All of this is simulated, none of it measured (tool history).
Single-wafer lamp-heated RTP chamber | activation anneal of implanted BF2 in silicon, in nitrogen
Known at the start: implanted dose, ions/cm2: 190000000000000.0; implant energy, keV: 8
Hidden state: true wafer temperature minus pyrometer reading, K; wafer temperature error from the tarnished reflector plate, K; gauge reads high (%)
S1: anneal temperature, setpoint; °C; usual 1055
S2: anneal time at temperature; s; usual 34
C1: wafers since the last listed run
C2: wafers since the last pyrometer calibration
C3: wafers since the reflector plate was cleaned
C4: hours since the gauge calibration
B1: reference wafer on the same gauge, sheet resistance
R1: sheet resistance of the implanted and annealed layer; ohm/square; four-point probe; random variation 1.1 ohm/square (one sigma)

{"run": 1, "hour": 0.0, "S1": 1044, "S2": 34, "C1": 0, "C2": 1784, "C3": 4027, "C4": 269.1, "B1": 678.84, "R1": 584.92}
{"run": 2, "hour": 21.6, "S1": 1075, "S2": 34, "C1": 385, "C2": 2169, "C3": 4413, "C4": 290.7, "B1": 678.96, "R1": 562.88}
{"run": 3, "hour": 50.0, "S1": 1075, "S2": 34, "C1": 506, "C2": 2676, "C3": 4919, "C4": 319.1, "B1": 678.99, "R1": 559.58}
{"run": 4, "hour": 74.2, "S1": 1075, "S2": 34, "C1": 431, "C2": 3107, "C3": 5351, "C4": 343.3, "B1": 679.19, "R1": 560.72}
{"run": 5, "hour": 91.1, "S1": 1069, "S2": 43, "C1": 301, "C2": 3409, "C3": 5652, "C4": 360.2, "B1": 679.02, "R1": 556.02}
{"run": 6, "hour": 112.6, "S1": 1069, "S2": 43, "C1": 383, "C2": 3792, "C3": 6036, "C4": 381.7, "B1": 678.81, "R1": 556.29}
{"run": 7, "hour": 144.8, "S1": 1055, "S2": 34, "C1": 574, "C2": 4367, "C3": 6610, "C4": 413.9, "B1": 678.59, "R1": 570.12}
{"hour": 193.9, "done": "reflector plate cleaned"}
{"run": 8, "hour": 209.6, "S1": 1055, "S2": 34, "C1": 1013, "C2": 5380, "C3": 280, "C4": 478.7, "B1": 679.11, "R1": 574.23}
{"run": 9, "hour": 227.3, "S1": 1055, "S2": 34, "C1": 315, "C2": 5696, "C3": 596, "C4": 496.4, "B1": 679.21, "R1": 574.7}
{"hour": 248.9, "done": "pyrometer window cleaned and pyrometer calibrated"}
{"run": 10, "hour": 303.1, "S1": 1055, "S2": 34, "C1": 1209, "C2": 965, "C3": 1805, "C4": 572.2, "B1": 678.98, "R1": 580.74}
{"hour": 310.6, "done": "gauge calibrated"}
{"run": 11, "hour": 327.4, "S1": 1068, "S2": 34, "C1": 433, "C2": 1399, "C3": 2239, "C4": 16.8, "B1": 678.77, "R1": 568.65}
{"run": 12, "hour": 344.3, "S1": 1068, "S2": 34, "C1": 301, "C2": 1700, "C3": 2540, "C4": 33.7, "B1": 679.36, "R1": 569.17}
{"run": 13, "hour": 379.1, "S1": 1055, "S2": 34, "C1": 620, "C2": 2321, "C3": 3161, "C4": 68.5, "B1": 678.86, "R1": 579.4}
{"run": 14, "hour": 393.1, "S1": 1055, "S2": 34, "C1": 249, "C2": 2571, "C3": 3411, "C4": 82.5, "B1": 679.14, "R1": 576.45}
{"run": 15, "hour": 427.8, "S1": 1055, "S2": 34, "C1": 618, "C2": 3190, "C3": 4030, "C4": 117.2, "B1": 679.13, "R1": 574.4}
{"run": 16, "hour": 457.8, "S1": 1055, "S2": 49, "C1": 535, "C2": 3725, "C3": 4565, "C4": 147.2, "B1": 679.05, "R1": 560.64}
{"run": 17, "hour": 474.0, "S1": 1042, "S2": 34, "C1": 288, "C2": 4014, "C3": 4854, "C4": 163.4, "B1": 679.08, "R1": 581.38}
{"run": 18, "hour": 497.0, "S1": 1055, "S2": 54, "C1": 410, "C2": 4424, "C3": 5264, "C4": 186.4, "B1": 678.88, "R1": 554.54}
{"hour": 553.1, "done": "pyrometer window cleaned and pyrometer calibrated"}
{"run": 19, "hour": 578.7, "S1": 1046, "S2": 34, "C1": 1314, "C2": 457, "C3": 6579, "C4": 268.1, "B1": 678.93, "R1": 583.98}
{"hour": 593.2, "done": "reflector plate cleaned"}
{"run": 20, "hour": 594.4, "S1": 1042, "S2": 19, "C1": 137, "C2": 594, "C3": 20, "C4": 283.8, "B1": 678.47, "R1": 603.87}
{"run": 21, "hour": 625.1, "S1": 1077, "S2": 27, "C1": 547, "C2": 1142, "C3": 568, "C4": 314.5, "B1": 678.85, "R1": 572.99}
{"run": 22, "hour": 653.2, "S1": 1055, "S2": 34, "C1": 501, "C2": 1643, "C3": 1069, "C4": 342.6, "B1": 679.13, "R1": 577.49}
{"run": 23, "hour": 684.4, "S1": 1027, "S2": 15, "C1": 556, "C2": 2199, "C3": 1626, "C4": 373.8, "B1": 678.97, "R1": 615.4}
{"run": 24, "hour": 698.4, "S1": 1074, "S2": 40, "C1": 249, "C2": 2449, "C3": 1875, "C4": 387.8, "B1": 678.98, "R1": 558.61}
{"run": 25, "hour": 724.7, "S1": 1055, "S2": 51, "C1": 469, "C2": 2918, "C3": 2344, "C4": 414.1, "B1": 678.75, "R1": 562.29}
{"run": 26, "hour": 746.8, "S1": 1055, "S2": 34, "C1": 394, "C2": 3313, "C3": 2739, "C4": 436.2, "B1": 678.48, "R1": 575.36}
{"run": 27, "hour": 770.9, "S1": 1055, "S2": 34, "C1": 429, "C2": 3742, "C3": 3169, "C4": 460.3, "B1": 679.16, "R1": 575.14}
{"run": 28, "hour": 798.9, "S1": 1083, "S2": 48, "C1": 499, "C2": 4242, "C3": 3668, "C4": 488.3, "B1": 678.68, "R1": 541.88}
{"run": 29, "hour": 814.3, "S1": 1045, "S2": 22, "C1": 274, "C2": 4517, "C3": 3943, "C4": 503.7, "B1": 678.7, "R1": 591.48}
{"run": 30, "hour": 845.7, "S1": 1055, "S2": 34, "C1": 560, "C2": 5077, "C3": 4503, "C4": 535.1, "B1": 678.87, "R1": 571.7}

5 ways to go on from here, each from the tool as it stands after run 30. What would each give?
{"run": "A", "hour": 846.1, "S1": 1055, "S2": 34, "C1": 7, "C2": 5084, "C3": 4510, "C4": 535.5, "B1": "?", "R1": "?"}
{"run": "B", "hour": 846.1, "S1": 1055, "S2": 52, "C1": 7, "C2": 5084, "C3": 4510, "C4": 535.5, "B1": "?", "R1": "?"}
{"run": "C", "hour": 846.1, "S1": 1076, "S2": 25, "C1": 7, "C2": 5084, "C3": 4510, "C4": 535.5, "B1": "?", "R1": "?"}
{"run": "D", "hour": 846.1, "S1": 1067, "S2": 52, "C1": 7, "C2": 5084, "C3": 4510, "C4": 535.5, "B1": "?", "R1": "?"}
{"run": "E", "hour": 846.1, "S1": 1026, "S2": 34, "C1": 7, "C2": 5084, "C3": 4510, "C4": 535.5, "B1": "?", "R1": "?"}

run=A B1=678.79 R1=571.52
run=B B1=678.79 R1=556.89
run=C B1=678.79 R1=568.01
run=D B1=678.79 R1=547.33
run=E B1=678.79 R1=589.7
Without the tool's hidden state the same runs would have given:
run=A R1=583.16
run=B R1=569.72
run=C R1=579.02
run=D R1=560.74
run=E R1=597.89
